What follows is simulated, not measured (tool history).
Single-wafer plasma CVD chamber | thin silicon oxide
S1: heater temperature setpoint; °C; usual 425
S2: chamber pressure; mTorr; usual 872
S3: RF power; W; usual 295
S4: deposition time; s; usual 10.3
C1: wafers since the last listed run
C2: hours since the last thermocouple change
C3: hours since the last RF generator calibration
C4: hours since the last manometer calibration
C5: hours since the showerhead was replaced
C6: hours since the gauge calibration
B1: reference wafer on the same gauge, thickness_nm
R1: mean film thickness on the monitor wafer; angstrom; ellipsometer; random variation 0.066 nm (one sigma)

run 1 hour=0.0 | S1=425 S2=872 S3=295 S4=10.3 | C1=0 C2=738.7 C3=2129.6 C4=1303.8 C5=3982.6 C6=144.6 | B1=19.925 | R1=184.74
run 2 hour=15.9 | S1=425 S2=872 S3=295 S4=10.3 | C1=254 C2=754.6 C3=2145.5 C4=1319.7 C5=3998.5 C6=160.5 | B1=19.884 | R1=184.71
run 3 hour=30.8 | S1=425 S2=872 S3=295 S4=10.3 | C1=238 C2=769.5 C3=2160.4 C4=1334.6 C5=4013.4 C6=175.4 | B1=19.915 | R1=184.73
run 4 hour=44.6 | S1=415 S2=872 S3=295 S4=10.3 | C1=221 C2=783.3 C3=2174.2 C4=1348.4 C5=4027.2 C6=189.2 | B1=19.878 | R1=186.65
run 5 hour=62.3 | S1=415 S2=872 S3=295 S4=10.3 | C1=283 C2=801.0 C3=2191.9 C4=1366.1 C5=4044.9 C6=206.9 | B1=19.877 | R1=186.20
run 6 hour=68.5 | S1=415 S2=872 S3=295 S4=10.3 | C1=99 C2=807.2 C3=2198.1 C4=1372.3 C5=4051.1 C6=213.1 | B1=19.905 | R1=185.75
run 7 hour=117.5 | S1=425 S2=872 S3=295 S4=10.3 | C1=785 C2=856.2 C3=2247.1 C4=1421.3 C5=4100.1 C6=262.1 | B1=19.854 | R1=184.12
run 8 hour=124.5 | S1=425 S2=872 S3=295 S4=10.3 | C1=112 C2=863.2 C3=2254.1 C4=1428.3 C5=4107.1 C6=269.1 | B1=19.894 | R1=183.80
run 9 hour=139.6 | S1=425 S2=872 S3=295 S4=10.3 | C1=241 C2=878.3 C3=2269.2 C4=1443.4 C5=4122.2 C6=284.2 | B1=19.870 | R1=185.39
run 10 hour=148.5 | S1=425 S2=872 S3=295 S4=10.3 | C1=142 C2=887.2 C3=2278.1 C4=1452.3 C5=4131.1 C6=293.1 | B1=19.889 | R1=185.08
-- hour=157.7 RF generator calibrated
-- hour=169.5 thermocouple changed; heater temperature recalibrated
run 11 hour=170.0 | S1=425 S2=872 S3=295 S4=10.3 | C1=88 C2=0.5 C3=12.3 C4=1473.8 C5=4152.6 C6=314.6 | B1=19.905 | R1=184.47
run 12 hour=176.1 | S1=425 S2=872 S3=295 S4=10.3 | C1=97 C2=6.6 C3=18.4 C4=1479.9 C5=4158.7 C6=320.7 | B1=19.871 | R1=184.07
run 13 hour=186.1 | S1=425 S2=872 S3=295 S4=10.3 | C1=160 C2=16.6 C3=28.4 C4=1489.9 C5=4168.7 C6=330.7 | B1=19.914 | R1=184.93
-- hour=205.1 showerhead replaced
run 14 hour=205.6 | S1=420 S2=1054 S3=295 S4=10.3 | C1=184 C2=36.1 C3=47.9 C4=1509.4 C5=0.5 C6=350.2 | B1=19.880 | R1=221.22
-- hour=209.3 gauge calibrated
run 15 hour=219.8 | S1=425 S2=719 S3=315 S4=9.1 | C1=227 C2=50.3 C3=62.1 C4=1523.6 C5=14.7 C6=10.5 | B1=19.872 | R1=134.84
run 16 hour=227.0 | S1=425 S2=872 S3=295 S4=8.7 | C1=115 C2=57.5 C3=69.3 C4=1530.8 C5=21.9 C6=17.7 | B1=19.895 | R1=155.85
run 17 hour=244.8 | S1=438 S2=872 S3=295 S4=8.3 | C1=285 C2=75.3 C3=87.1 C4=1548.6 C5=39.7 C6=35.5 | B1=19.919 | R1=147.26
-- hour=261.5 capacitance manometer re-zeroed and calibrated
run 18 hour=262.0 | S1=425 S2=872 S3=295 S4=9.2 | C1=147 C2=92.5 C3=104.3 C4=0.5 C5=56.9 C6=52.7 | B1=19.900 | R1=174.18
run 19 hour=272.3 | S1=414 S2=1087 S3=295 S4=10.3 | C1=165 C2=102.8 C3=114.6 C4=10.8 C5=67.2 C6=63.0 | B1=19.920 | R1=236.89
run 20 hour=283.4 | S1=425 S2=872 S3=295 S4=10.3 | C1=177 C2=113.9 C3=125.7 C4=21.9 C5=78.3 C6=74.1 | B1=19.899 | R1=195.01
run 21 hour=301.2 | S1=415 S2=872 S3=295 S4=10.3 | C1=285 C2=131.7 C3=143.5 C4=39.7 C5=96.1 C6=91.9 | B1=19.928 | R1=195.54
run 22 hour=315.9 | S1=430 S2=872 S3=295 S4=10.8 | C1=235 C2=146.4 C3=158.2 C4=54.4 C5=110.8 C6=106.6 | B1=19.876 | R1=201.71
run 23 hour=332.0 | S1=425 S2=1018 S3=255 S4=10.3 | C1=257 C2=162.5 C3=174.3 C4=70.5 C5=126.9 C6=122.7 | B1=19.932 | R1=202.63
run 24 hour=345.0 | S1=419 S2=672 S3=275 S4=8.6 | C1=208 C2=175.5 C3=187.3 C4=83.5 C5=139.9 C6=135.7 | B1=19.906 | R1=113.80
run 25 hour=353.8 | S1=425 S2=872 S3=325 S4=8.6 | C1=140 C2=184.3 C3=196.1 C4=92.3 C5=148.7 C6=144.5 | B1=19.907 | R1=169.39

Forecast each of these 4 alternatives for the next run:
run A hour=354.2 | S1=425 S2=995 S3=295 S4=10.3 | C1=6 C2=184.7 C3=196.5 C4=92.7 C5=149.1 C6=144.9 | B1=? | R1=?
run B hour=354.2 | S1=417 S2=872 S3=240 S4=9.2 | C1=6 C2=184.7 C3=196.5 C4=92.7 C5=149.1 C6=144.9 | B1=? | R1=?
run C hour=354.2 | S1=425 S2=872 S3=265 S4=10.3 | C1=6 C2=184.7 C3=196.5 C4=92.7 C5=149.1 C6=144.9 | B1=? | R1=?
run D hour=354.2 | S1=425 S2=872 S3=295 S4=8.4 | C1=6 C2=184.7 C3=196.5 C4=92.7 C5=149.1 C6=144.9 | B1=? | R1=?

run=A B1=19.897 R1=217.53
run=B B1=19.897 R1=150.31
run=C B1=19.897 R1=179.51
run=D B1=19.897 R1=156.52
Without the tool's hidden state the same runs would have given:
run=A R1=222.24
run=B R1=154.47
run=C R1=184.46
run=D R1=160.84
